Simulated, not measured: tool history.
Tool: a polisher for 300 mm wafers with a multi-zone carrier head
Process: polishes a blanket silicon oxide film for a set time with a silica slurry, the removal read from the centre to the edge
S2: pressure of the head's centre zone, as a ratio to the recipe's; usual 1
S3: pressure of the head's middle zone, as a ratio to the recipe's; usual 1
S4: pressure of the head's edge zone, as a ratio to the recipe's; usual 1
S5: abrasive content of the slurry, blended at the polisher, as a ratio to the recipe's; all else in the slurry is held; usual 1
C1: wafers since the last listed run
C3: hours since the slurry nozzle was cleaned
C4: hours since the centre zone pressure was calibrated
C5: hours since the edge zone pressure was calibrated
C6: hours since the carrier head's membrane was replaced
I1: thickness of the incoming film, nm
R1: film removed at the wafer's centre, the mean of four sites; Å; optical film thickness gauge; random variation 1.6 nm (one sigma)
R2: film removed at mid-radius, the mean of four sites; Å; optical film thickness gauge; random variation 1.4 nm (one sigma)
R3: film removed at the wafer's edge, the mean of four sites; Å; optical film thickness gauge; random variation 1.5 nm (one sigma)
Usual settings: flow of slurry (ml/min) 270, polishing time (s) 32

Run 1, hour 0: usual settings; C1 0; wafers polished on this pad 4228; C3 60.4; C4 352.9; C5 332.5; C6 603.7; I1 1930.8. Result: R1 1547 Å, R2 1515 Å, R3 1501 Å.
Run 2, hour 42: usual settings; C1 712; wafers polished on this pad 4941; C3 102.4; C4 394.9; C5 374.5; C6 645.7; I1 1904.2. Result: R1 1522 Å, R2 1546 Å, R3 1510 Å.
At hour 62.3: edge zone pressure recalibrated.
At hour 104.8: worn pad replaced by a new one.
At hour 195.8: centre zone pressure recalibrated.
Run 3, hour 248.2: usual settings; C1 3362; wafers polished on this pad 2398; C3 308.6; C4 52.4; C5 185.9; C6 851.9; I1 1910.7. Result: R1 1424 Å, R2 1473 Å, R3 1427 Å.
At hour 266.6: slurry nozzle cleaned.
Run 4, hour 352.7: usual settings; C1 1755; wafers polished on this pad 4154; C3 86.1; C4 156.9; C5 290.4; C6 956.4; I1 1897. Result: R1 1544 Å, R2 1533 Å, R3 1519 Å.
At hour 418.8: edge zone pressure recalibrated.
Run 5, hour 482.4: usual settings; C1 2166; wafers polished on this pad 6320; C3 215.8; C4 286.6; C5 63.6; C6 1086.1; I1 1877. Result: R1 1501 Å, R2 1522 Å, R3 1488 Å.
At hour 501.8: worn pad replaced by a new one.
Run 6, hour 524.9: usual settings but S3 0.92; C1 653; wafers polished on this pad 392; C3 258.3; C4 329.1; C5 106.1; C6 1128.6; I1 1912.1. Result: R1 1466 Å, R2 1419 Å, R3 1478 Å.
Run 7, hour 561.8: usual settings; C1 625; wafers polished on this pad 1018; C3 295.2; C4 366; C5 143; C6 1165.5; I1 1931.5. Result: R1 1460 Å, R2 1467 Å, R3 1469 Å.
At hour 579.7: slurry nozzle cleaned.
Run 8, hour 620.8: usual settings; C1 983; wafers polished on this pad 2002; C3 41.1; C4 425; C5 202; C6 1224.5; I1 1869. Result: R1 1554 Å, R2 1542 Å, R3 1474 Å.
Run 9, hour 709.5: usual settings; C1 1504; wafers polished on this pad 3507; C3 129.8; C4 513.7; C5 290.7; C6 1313.2; I1 1909.4. Result: R1 1511 Å, R2 1531 Å, R3 1502 Å.
At hour 765: edge zone pressure recalibrated.
At hour 803.8: worn pad replaced by a new one.
Run 10, hour 809.6: usual settings but S3 0.93, S4 0.9; C1 1596; wafers polished on this pad 98; C3 229.9; C4 613.8; C5 44.6; C6 1413.3; I1 1924.8. Result: R1 1515 Å, R2 1431 Å, R3 1442 Å.
Run 11, hour 871.5: usual settings but S3 0.94, S5 1.2, polishing time (s) 28; C1 1050; wafers polished on this pad 1148; C3 291.8; C4 675.7; C5 106.5; C6 1475.2; I1 1871.8. Result: R1 1377 Å, R2 1322 Å, R3 1370 Å.
At hour 934.6: centre zone pressure recalibrated.
At hour 937.4: slurry nozzle cleaned.
At hour 954.3: carrier head's membrane replaced by a new one.
Run 12, hour 979.3: usual settings; C1 1692; wafers polished on this pad 2841; C3 41.9; C4 44.7; C5 214.3; C6 25; I1 1891.2. Result: R1 1538 Å, R2 1540 Å, R3 1502 Å.
Run 13, hour 1073.6: usual settings but S5 0.9, polishing time (s) 23; C1 1599; wafers polished on this pad 4440; C3 136.2; C4 139; C5 308.6; C6 119.3; I1 1867.8. Result: R1 1059 Å, R2 1058 Å, R3 1045 Å.
At hour 1111.1: edge zone pressure recalibrated.
Run 14, hour 1149.8: usual settings but flow of slurry (ml/min) 340, S2 0.88, polishing time (s) 42; C1 1258; wafers polished on this pad 5699; C3 212.4; C4 215.2; C5 38.7; C6 195.5; I1 1906.2. Result: R1 1753 Å, R2 2027 Å, R3 2016 Å.
At hour 1167.1: worn pad replaced by a new one.
Run 15, hour 1197.3: usual settings but flow of slurry (ml/min) 230, polishing time (s) 35; C1 737; wafers polished on this pad 511; C3 259.9; C4 262.7; C5 86.2; C6 243; I1 1894.5. Result: R1 1576 Å, R2 1602 Å, R3 1625 Å.
At hour 1279.7: slurry nozzle cleaned.
Run 16, hour 1326.4: usual settings but S3 0.91, S4 0.97, S5 1.3, polishing time (s) 38; C1 2172; wafers polished on this pad 2684; C3 46.7; C4 391.8; C5 215.3; C6 372.1; I1 1909.1. Result: R1 1971 Å, R2 1860 Å, R3 1936 Å.
Run 17, hour 1396.3: usual settings but S3 1.11, S5 0.7; C1 1185; wafers polished on this pad 3870; C3 116.6; C4 461.7; C5 285.2; C6 442; I1 1879.5. Result: R1 1345 Å, R2 1434 Å, R3 1317 Å.
Run 18, hour 1438: usual settings but flow of slurry (ml/min) 340, S2 0.88, polishing time (s) 42; C1 707; wafers polished on this pad 4578; C3 158.3; C4 503.4; C5 326.9; C6 483.7; I1 1903. Result: R1 1795 Å, R2 2056 Å, R3 1995 Å.
At hour 1487.7: edge zone pressure recalibrated.
At hour 1523.4: worn pad replaced by a new one.
At hour 1560.3: centre zone pressure recalibrated.
At hour 1663.1: slurry nozzle cleaned.
Run 19, hour 1740.8: usual settings; C1 4983; wafers polished on this pad 3636; C3 77.7; C4 180.5; C5 253.1; C6 786.5; I1 1899.2. Result: R1 1519 Å, R2 1539 Å, R3 1507 Å.

Forecast each of these 3 alternatives for the next run:
Run A, hour 1741.2: usual settings; C1 6; wafers polished on this pad 3642; C3 78.1; C4 180.9; C5 253.5; C6 786.9; I1 1890.5. Result: R1 ?, R2 ?, R3 ?.
Run B, hour 1741.2: usual settings but flow of slurry (ml/min) 295, S2 0.92; C1 6; wafers polished on this pad 3642; C3 78.1; C4 180.9; C5 253.5; C6 786.9; I1 1890.5. Result: R1 ?, R2 ?, R3 ?.
Run C, hour 1741.2: usual settings but flow of slurry (ml/min) 215; C1 6; wafers polished on this pad 3642; C3 78.1; C4 180.9; C5 253.5; C6 786.9; I1 1890.5. Result: R1 ?, R2 ?, R3 ?.

run    R1    R2    R3
  A  1533  1508  1523
  B  1422  1522  1533
  C  1491  1471  1494
Without the tool's hidden state the same runs would have given:
run    R1    R2    R3
  A  1541  1515  1528
  B  1429  1529  1538
  C  1501  1480  1501

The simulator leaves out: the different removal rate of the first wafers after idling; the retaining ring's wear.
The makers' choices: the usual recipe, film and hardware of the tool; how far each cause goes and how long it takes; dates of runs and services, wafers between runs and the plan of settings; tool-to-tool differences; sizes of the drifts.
